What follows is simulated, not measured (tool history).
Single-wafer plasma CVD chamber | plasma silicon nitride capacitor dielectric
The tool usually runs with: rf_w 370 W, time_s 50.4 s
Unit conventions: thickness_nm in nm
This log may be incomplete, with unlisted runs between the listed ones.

run    hour  rf_w  time_s  read-back reference wafer on the same gauge, thickness_nm  thickness_nm
  1       0   370    50.4                                                     76.025        71.879
  2    34.2   370    50.4                                                     76.035        71.827
  3      55   370    50.4                                                     75.982        72.174
  4    79.6   370    52.5                                                     75.993        74.941
  5   106.7   370    52.5                                                     76.016        74.569
  6   128.8   370    54.8                                                     75.985        77.808
  7   226.8   370    54.8                                                     76.013        77.786
  8   258.4   370    44.3                                                     75.977        62.678
  9     293   370    50.4                                                     76.047        71.073
 10   314.1   370    50.4                                                     75.985        71.154
 11   348.2   370    50.4                                                     75.913        70.954
 12   362.9   370    50.4                                                     75.959        70.722
 13   392.9   370    50.4                                                     76.068        70.598
        407  -- RF generator calibrated
 14   427.6   370    50.4                                                     75.986        72.777
 15   453.8   370    50.4                                                     76.017        72.774
      462.3  -- gauge calibrated
 16   481.8   370    50.4                                                     76.029        72.732
 17   516.2   370    50.4                                                     76.019        72.801
 18   543.9   370    47.9                                                     76.034        69.253
 19   569.4   370    47.9                                                     76.087        69.245
 20   595.4   370    43.5                                                     75.999        62.916
 21   629.8   370    50.4                                                     76.012        72.254
 22   642.9   410    47.3                                                     76.014        70.369
 23   663.7   420    44.2                                                     75.998          66.2
      679.9  -- showerhead replaced
 24   694.1   390    44.7                                                     75.943        65.422
 25   718.3   370    43.5                                                     75.947        62.384
 26   737.4   335    45.2                                                     75.952        63.334
 27   750.5   370    50.4                                                     76.022        72.447
 28   783.6   335      44                                                      76.01        61.667
 29   816.5   370    50.4                                                     76.053         72.58
 30   828.9   370    50.4                                                     76.058        72.738
 31   855.2   370    50.4                                                     75.985        72.694
 32   869.7   320    42.6                                                     76.082         59.31
 33   899.7   370      56                                                     75.987        80.356
 34   922.1   315    55.4                                                     75.877          76.3
 35    1018   370    50.4                                                     75.986        72.291
 36    1052   325    42.6                                                     76.025        58.831
 37  1086.6   440    54.1                                                     76.085        80.619
 38  1112.1   310    42.8                                                     75.919        58.547
 39  1135.9   430    50.4                                                     75.964        75.213
 40  1163.7   410    47.3                                                     75.992        69.438
     1172.1  -- gauge calibrated
 41  1187.1   310    60.1                                                     75.931        81.692
 42  1216.6   315      53                                                     76.053        72.389

Forecast each of these 5 alternatives for the next run:
  A  1217   370    50.4                                                          ?             ?
  B  1217   370    45.3                                                          ?             ?
  C  1217   370    42.1                                                          ?             ?
  D  1217   310    59.7                                                          ?             ?
  E  1217   330    57.9                                                          ?             ?

run  read-back reference wafer on the same gauge, thickness_nm  thickness_nm
  A                                                     76.061        71.789
  B                                                     76.061        64.524
  C                                                     76.061        59.966
  D                                                     76.061        81.119
  E                                                     76.061        79.986
Take away the tool's hidden state, keep each run's random variation, and the runs would have read:
run  thickness_nm
  A        72.823
  B        65.454
  C         60.83
  D        82.287
  E        81.138

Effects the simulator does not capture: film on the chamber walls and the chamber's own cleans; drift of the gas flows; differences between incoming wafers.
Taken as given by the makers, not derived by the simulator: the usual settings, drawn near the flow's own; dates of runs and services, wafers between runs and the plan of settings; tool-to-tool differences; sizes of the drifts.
